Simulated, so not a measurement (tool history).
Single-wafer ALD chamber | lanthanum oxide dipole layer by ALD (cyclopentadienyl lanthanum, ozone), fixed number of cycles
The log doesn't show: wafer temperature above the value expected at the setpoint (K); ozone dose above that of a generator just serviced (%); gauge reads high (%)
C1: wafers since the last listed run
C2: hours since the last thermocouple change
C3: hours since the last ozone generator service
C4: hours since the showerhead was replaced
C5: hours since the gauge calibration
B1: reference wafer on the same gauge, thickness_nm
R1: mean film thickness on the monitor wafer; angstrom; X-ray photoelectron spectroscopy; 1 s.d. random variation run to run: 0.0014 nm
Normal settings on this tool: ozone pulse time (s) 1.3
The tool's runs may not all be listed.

run 1 hour=0 | ozone_pulse_time_(s)=1.15 | C1=0 C2=960.8 C3=131.1 C4=5826 C5=233.4 | B1=0.457 | R1=5.02
run 2 hour=42.9 | ozone_pulse_time_(s)=1.15 | C1=442 C2=1003.7 C3=174 C4=5868.9 C5=276.3 | B1=0.457 | R1=4.99
run 3 hour=97.7 | ozone_pulse_time_(s)=1.3 | C1=565 C2=1058.5 C3=228.8 C4=5923.7 C5=331.1 | B1=0.457 | R1=5.15
run 4 hour=200.6 | ozone_pulse_time_(s)=1.3 | C1=1062 C2=1161.4 C3=331.7 C4=6026.6 C5=434 | B1=0.457 | R1=5.16
run 5 hour=291.3 | ozone_pulse_time_(s)=1.3 | C1=936 C2=1252.1 C3=422.4 C4=6117.3 C5=524.7 | B1=0.457 | R1=5.15
run 6 hour=398.1 | ozone_pulse_time_(s)=1.04 | C1=1102 C2=1358.9 C3=529.2 C4=6224.1 C5=631.5 | B1=0.457 | R1=4.68
run 7 hour=503.6 | ozone_pulse_time_(s)=1.14 | C1=1089 C2=1464.4 C3=634.7 C4=6329.6 C5=737 | B1=0.457 | R1=4.9
run 8 hour=541 | ozone_pulse_time_(s)=1.14 | C1=386 C2=1501.8 C3=672.1 C4=6367 C5=774.4 | B1=0.457 | R1=4.86
run 9 hour=609 | ozone_pulse_time_(s)=1.3 | C1=701 C2=1569.8 C3=740.1 C4=6435 C5=842.4 | B1=0.457 | R1=5.09
run 10 hour=653.3 | ozone_pulse_time_(s)=1.3 | C1=457 C2=1614.1 C3=784.4 C4=6479.3 C5=886.7 | B1=0.457 | R1=5.11
run 11 hour=759.5 | ozone_pulse_time_(s)=1.3 | C1=1096 C2=1720.3 C3=890.6 C4=6585.5 C5=992.9 | B1=0.457 | R1=5.08
-- hour=782.3 showerhead replaced
run 12 hour=827.7 | ozone_pulse_time_(s)=1.75 | C1=621 C2=1788.5 C3=958.8 C4=45.4 C5=1061.1 | B1=0.457 | R1=5.4
run 13 hour=921.6 | ozone_pulse_time_(s)=1.06 | C1=969 C2=1882.4 C3=1052.7 C4=139.3 C5=1155 | B1=0.457 | R1=4.7
run 14 hour=1010.6 | ozone_pulse_time_(s)=1.73 | C1=918 C2=1971.4 C3=1141.7 C4=228.3 C5=1244 | B1=0.457 | R1=5.42
-- hour=1063 thermocouple changed; heater temperature recalibrated
run 15 hour=1104.2 | ozone_pulse_time_(s)=1.14 | C1=883 C2=41.2 C3=1235.3 C4=321.9 C5=1337.6 | B1=0.457 | R1=4.83
run 16 hour=1146.2 | ozone_pulse_time_(s)=0.97 | C1=433 C2=83.2 C3=1277.3 C4=363.9 C5=1379.6 | B1=0.457 | R1=4.48
-- hour=1187.4 ozone generator serviced
run 17 hour=1246.6 | ozone_pulse_time_(s)=1.64 | C1=953 C2=183.6 C3=59.2 C4=464.3 C5=1480 | B1=0.457 | R1=5.26
-- hour=1267.5 gauge calibrated
run 18 hour=1307.5 | ozone_pulse_time_(s)=1.57 | C1=628 C2=244.5 C3=120.1 C4=525.2 C5=40 | B1=0.457 | R1=5.19
run 19 hour=1371.1 | ozone_pulse_time_(s)=1.3 | C1=656 C2=308.1 C3=183.7 C4=588.8 C5=103.6 | B1=0.457 | R1=4.84
run 20 hour=1472.2 | ozone_pulse_time_(s)=1.3 | C1=1043 C2=409.2 C3=284.8 C4=689.9 C5=204.7 | B1=0.457 | R1=4.8
run 21 hour=1573.2 | ozone_pulse_time_(s)=1.11 | C1=1042 C2=510.2 C3=385.8 C4=790.9 C5=305.7 | B1=0.457 | R1=4.41
-- hour=1601.3 ozone generator serviced, repeated, since the last time left the tool worse
run 22 hour=1651.8 | ozone_pulse_time_(s)=0.89 | C1=728 C2=588.8 C3=50.5 C4=869.5 C5=384.3 | B1=0.457 | R1=4.48
run 23 hour=1704 | ozone_pulse_time_(s)=1.3 | C1=538 C2=641 C3=102.7 C4=921.7 C5=436.5 | B1=0.457 | R1=5.17

What the log doesn't show, run by run:
wafer temperature above the value expected at the setpoint (K): 0 on each run
gauge reads high (%): 0 on each run
H1: ozone dose above that of a generator just serviced (%)
run=1 H1=-2.86
run=2 H1=-3.58
run=3 H1=-4.4
run=4 H1=-5.69
run=5 H1=-6.6
run=6 H1=-7.46
run=7 H1=-8.12
run=8 H1=-8.32
run=9 H1=-8.64
run=10 H1=-8.82
run=11 H1=-9.19
run=12 H1=-9.38
run=13 H1=-9.61
run=14 H1=-9.78
run=15 H1=-9.92
run=16 H1=-9.98
run=17 H1=-18.2
run=18 H1=-19.4
run=19 H1=-20.5
run=20 H1=-21.9
run=21 H1=-23
run=22 H1=-1.74
run=23 H1=-2.78
